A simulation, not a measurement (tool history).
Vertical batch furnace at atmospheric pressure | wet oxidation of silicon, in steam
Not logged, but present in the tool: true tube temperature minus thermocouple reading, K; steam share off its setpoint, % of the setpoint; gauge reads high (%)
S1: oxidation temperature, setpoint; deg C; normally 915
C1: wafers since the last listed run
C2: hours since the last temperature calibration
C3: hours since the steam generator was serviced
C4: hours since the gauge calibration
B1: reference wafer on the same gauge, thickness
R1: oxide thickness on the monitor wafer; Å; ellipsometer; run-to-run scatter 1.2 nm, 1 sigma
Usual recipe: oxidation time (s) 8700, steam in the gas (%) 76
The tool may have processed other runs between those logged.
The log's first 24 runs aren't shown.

Run 25, hour 353.3: usual settings but oxidation time (s) 11640, steam in the gas (%) 88; C1 221; C2 147.8; C3 2146.5; C4 106.7; B1 463.44. Result: R1 5191.8 Å.
Run 26, hour 361.6: usual settings but S1 933 deg C, oxidation time (s) 7500, steam in the gas (%) 68; C1 131; C2 156.1; C3 2154.8; C4 115; B1 463.9. Result: R1 3663.7 Å.
At hour 389.3: steam generator serviced.
Run 27, hour 389.8: usual settings but S1 923 deg C, oxidation time (s) 11220, steam in the gas (%) 82; C1 66; C2 184.3; C3 0.5; C4 143.2; B1 464.12. Result: R1 5423.9 Å.
Run 28, hour 395.3: usual settings; C1 87; C2 189.8; C3 6; C4 148.7; B1 463.88. Result: R1 4098 Å.
Run 29, hour 409.7: usual settings but S1 909 deg C, oxidation time (s) 7110, steam in the gas (%) 70; C1 228; C2 204.2; C3 20.4; C4 163.1; B1 464.1. Result: R1 3163.8 Å.
Run 30, hour 418.3: usual settings but S1 896 deg C; C1 136; C2 212.8; C3 29; C4 171.7; B1 463.71. Result: R1 3427.5 Å.
Run 31, hour 426.2: usual settings but S1 928 deg C, oxidation time (s) 6660, steam in the gas (%) 86; C1 125; C2 220.7; C3 36.9; C4 179.6; B1 464.68. Result: R1 4091.5 Å.
Run 32, hour 434.4: usual settings but oxidation time (s) 6240, steam in the gas (%) 81; C1 129; C2 228.9; C3 45.1; C4 187.8; B1 463.95. Result: R1 3384.5 Å.
Run 33, hour 505.3: usual settings but oxidation time (s) 4470; C1 1123; C2 299.8; C3 116; C4 258.7; B1 463.9. Result: R1 2508.2 Å.
Run 34, hour 517.2: usual settings but oxidation time (s) 4650; C1 188; C2 311.7; C3 127.9; C4 270.6; B1 463.8. Result: R1 2594 Å.
Run 35, hour 537.2: usual settings but S1 927 deg C, steam in the gas (%) 83; C1 316; C2 331.7; C3 147.9; C4 290.6; B1 464.08. Result: R1 4747.8 Å.

Forecast each of these 3 alternatives for the next run:
Run A, hour 542.9: usual settings; C1 90; C2 337.4; C3 153.6; C4 296.3; B1 ?. Result: R1 ?.
Run B, hour 542.9: usual settings but S1 906 deg C, steam in the gas (%) 73; C1 90; C2 337.4; C3 153.6; C4 296.3; B1 ?. Result: R1 ?.
Run C, hour 542.9: usual settings but S1 907 deg C, steam in the gas (%) 79; C1 90; C2 337.4; C3 153.6; C4 296.3; B1 ?. Result: R1 ?.

run      B1      R1
  A  464.34  4066.4
  B  464.34  3660.9
  C  464.34  3909.7
Without the tool's unlogged condition, the same runs would have read:
run      R1
  A  4072.9
  B    3667
  C  3916.1
